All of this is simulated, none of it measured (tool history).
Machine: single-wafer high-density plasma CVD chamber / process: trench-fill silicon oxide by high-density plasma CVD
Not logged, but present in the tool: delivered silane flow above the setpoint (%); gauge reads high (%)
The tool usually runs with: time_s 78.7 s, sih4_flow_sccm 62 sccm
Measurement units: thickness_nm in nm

run	hour	time_s	sih4_flow_sccm	wafers since the last listed run	hours since the silane flow controller was replaced	hours since the gauge calibration	read-back reference wafer on the same gauge, thickness_nm	thickness_nm
1	0.0	83.9	65	0	532.6	1359.3	579.033	559.809
2	32.6	83.9	65	691	565.2	1391.9	578.970	557.058
3	103.8	69.7	62	1509	636.4	1463.1	579.032	442.781
4	151.8	69.7	62	1017	684.4	1511.1	579.524	439.376
5	262.1	83.2	62	2338	794.7	1621.4	578.783	529.914
6	323.4	83.2	62	1299	856.0	1682.7	578.908	526.611
7	378.7	83.2	62	1172	911.3	1738.0	578.668	528.989
8	444.8	78.7	62	1401	977.4	1804.1	578.609	495.706
9	495.0	78.7	62	1064	1027.6	1854.3	578.720	502.880
10	547.9	78.7	62	1121	1080.5	1907.2	579.532	491.682
11	655.6	78.7	62	2283	1188.2	2014.9	578.710	496.785
# hour 663.0: gauge calibrated
12	718.0	78.7	62	1323	1250.6	55.0	579.109	490.419
13	787.9	78.7	62	1482	1320.5	124.9	579.665	495.286
14	814.8	78.7	62	570	1347.4	151.8	579.404	490.386
# hour 841.9: silane flow controller replaced
15	869.4	78.7	52	988	27.5	206.4	579.220	428.048
16	912.6	78.7	62	916	70.7	249.6	579.171	505.006
17	965.1	71.6	62	1113	123.2	302.1	579.138	456.826
18	1004.7	78.7	66	839	162.8	341.7	579.239	533.842
19	1065.6	78.7	62	1291	223.7	402.6	579.275	504.168
20	1123.8	78.7	62	1234	281.9	460.8	578.508	503.274
21	1153.6	78.7	62	631	311.7	490.6	578.592	505.343
22	1209.5	65.3	73	1185	367.6	546.5	578.747	492.491
23	1239.2	65.4	66	629	397.3	576.2	579.048	448.032
24	1370.8	85.6	62	2790	528.9	707.8	578.962	542.030
25	1435.7	65.3	73	1376	593.8	772.7	579.460	489.797
26	1466.1	86.7	52	644	624.2	803.1	579.190	460.844
27	1516.3	88.7	73	1064	674.4	853.3	578.782	661.216
28	1564.3	83.9	65	1017	722.4	901.3	579.355	555.341
29	1595.0	90.0	55	650	753.1	932.0	579.378	504.770
30	1645.0	69.3	74	1060	803.1	982.0	578.854	521.380
31	1684.4	84.8	50	835	842.5	1021.4	578.815	430.494
32	1718.8	83.9	65	729	876.9	1055.8	579.073	553.100
33	1757.1	86.9	72	812	915.2	1094.1	578.643	642.691

Alternative continuations, all from the tool just after run 33; predict every row:
A	1757.5	78.7	62	8	915.6	1094.5	?	?
B	1757.5	67.6	72	8	915.6	1094.5	?	?
C	1757.5	64.3	73	8	915.6	1094.5	?	?

run	read-back reference wafer on the same gauge, thickness_nm	thickness_nm
A	578.989	501.075
B	578.989	499.822
C	578.989	482.026
Without the tool's hidden state the same runs would have given:
run	thickness_nm
A	511.637
B	510.357
C	492.186
